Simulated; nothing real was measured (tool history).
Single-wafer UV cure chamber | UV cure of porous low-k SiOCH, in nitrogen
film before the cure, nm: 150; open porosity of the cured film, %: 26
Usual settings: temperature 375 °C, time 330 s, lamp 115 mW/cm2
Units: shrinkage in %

run	hour	temperature	time	lamp	wafers since the last listed run	hours since the UV bulbs were replaced	wafers since the quartz window was cleaned	shrinkage
1	0	375	450	124	0	1031.8	1318	17.201
2	67.9	375	450	124	478	1099.7	1796	16.459
3	138.3	375	330	91	495	1170.1	2292	13.159
4	163.9	375	330	91	180	1195.7	2472	12.805
# hour 232: quartz window cleaned
5	232.5	375	415	115	426	1264.3	3	16.08
6	280.9	375	415	115	340	1312.7	344	16.249
7	333.8	375	415	115	372	1365.6	716	15.995
8	392.7	375	330	115	414	1424.5	1131	14.297
9	460.8	375	330	115	479	1492.6	1611	14.091
10	498.9	385	440	115	268	1530.7	1879	16.095
11	540.7	380	330	115	294	1572.5	2173	14.363
12	582.2	380	330	115	292	1614	2466	13.651
# hour 647.9: quartz window cleaned
13	648.9	375	330	115	413	1680.7	6	14.618
14	686.9	375	330	115	267	1718.7	274	14.57
15	728.8	375	330	115	295	1760.6	569	14.315
16	758.7	375	250	115	210	1790.5	779	13.169
17	808	375	330	115	347	1839.8	1127	14.458
18	870.2	375	330	115	437	1902	1565	14.181
19	940.9	375	330	115	497	1972.7	2062	14.359
20	998.2	393	425	84	403	2030	2466	13.87
21	1022.7	383	330	139	172	2054.5	2638	15.011
22	1047.4	375	450	124	173	2079.2	2812	15.982
# hour 1075.4: quartz window cleaned
23	1111	395	405	105	391	2142.8	250	15.685
# hour 1175.2: UV bulbs replaced
24	1181.5	375	170	143	440	6.3	690	13.791
25	1218.9	356	330	75	263	43.7	953	13.692
26	1280.5	358	330	115	433	105.3	1387	15.48
27	1311.5	375	330	115	218	136.3	1605	16.123
28	1337.8	382	410	86	185	162.6	1791	15.416
29	1363.8	386	330	115	183	188.6	1974	15.339
30	1428.3	375	330	115	454	253.1	2428	14.974
# hour 1490.6: quartz window cleaned
31	1588.8	368	410	139	1073	413.6	691	17.563
32	1660.1	375	330	115	502	484.9	1193	15.151
33	1705.7	389	425	89	321	530.5	1514	15.006
34	1773.5	375	330	115	477	598.3	1992	14.924
# hour 1848.8: quartz window cleaned
35	1971.2	375	270	143	1335	796	861	14.695
36	2011.6	381	330	94	284	836.4	1146	13.814
37	2037.1	355	330	87	179	861.9	1325	12.923
38	2099.4	364	330	115	438	924.2	1764	14.251

Hidden state at the last listed run before each entry between runs and at the first one after, where it differs:
Between runs 4 and 5: quartz window cleaned (hour 232)
  lamp output below its setpoint, %: 27.7 -> 28.4; transmission lost against a clean window, %: 14.1 -> 0.408
  measured less the result without the state, shrinkage: -2.436 -> -1.817 %
Between runs 12 and 13: quartz window cleaned (hour 647.9)
  lamp output below its setpoint, %: 31.3 -> 31.7; transmission lost against a clean window, %: 14.3 -> 0.975
  measured less the result without the state, shrinkage: -2.724 -> -2.072 %
Between runs 22 and 23: quartz window cleaned (hour 1075.4)
  lamp output below its setpoint, %: 33.6 -> 33.8; transmission lost against a clean window, %: 19.1 -> 0.376
  measured less the result without the state, shrinkage: -3.455 -> -2.259 %
Between runs 23 and 24: UV bulbs replaced (hour 1175.2)
  lamp output below its setpoint, %: 33.8 -> 4.05; transmission lost against a clean window, %: 0.376 -> 1.51
  measured less the result without the state, shrinkage: -2.259 -> -0.288 %
Between runs 30 and 31: quartz window cleaned (hour 1490.6)
  lamp output below its setpoint, %: 13.2 -> 17.9; transmission lost against a clean window, %: 14.4 -> 1.22
  measured less the result without the state, shrinkage: -1.562 -> -1.126 %
Between runs 34 and 35: quartz window cleaned (hour 1848.8)
  lamp output below its setpoint, %: 22.3 -> 26; transmission lost against a clean window, %: 9.21 -> 2.92
  measured less the result without the state, shrinkage: -1.86 -> -1.723 %
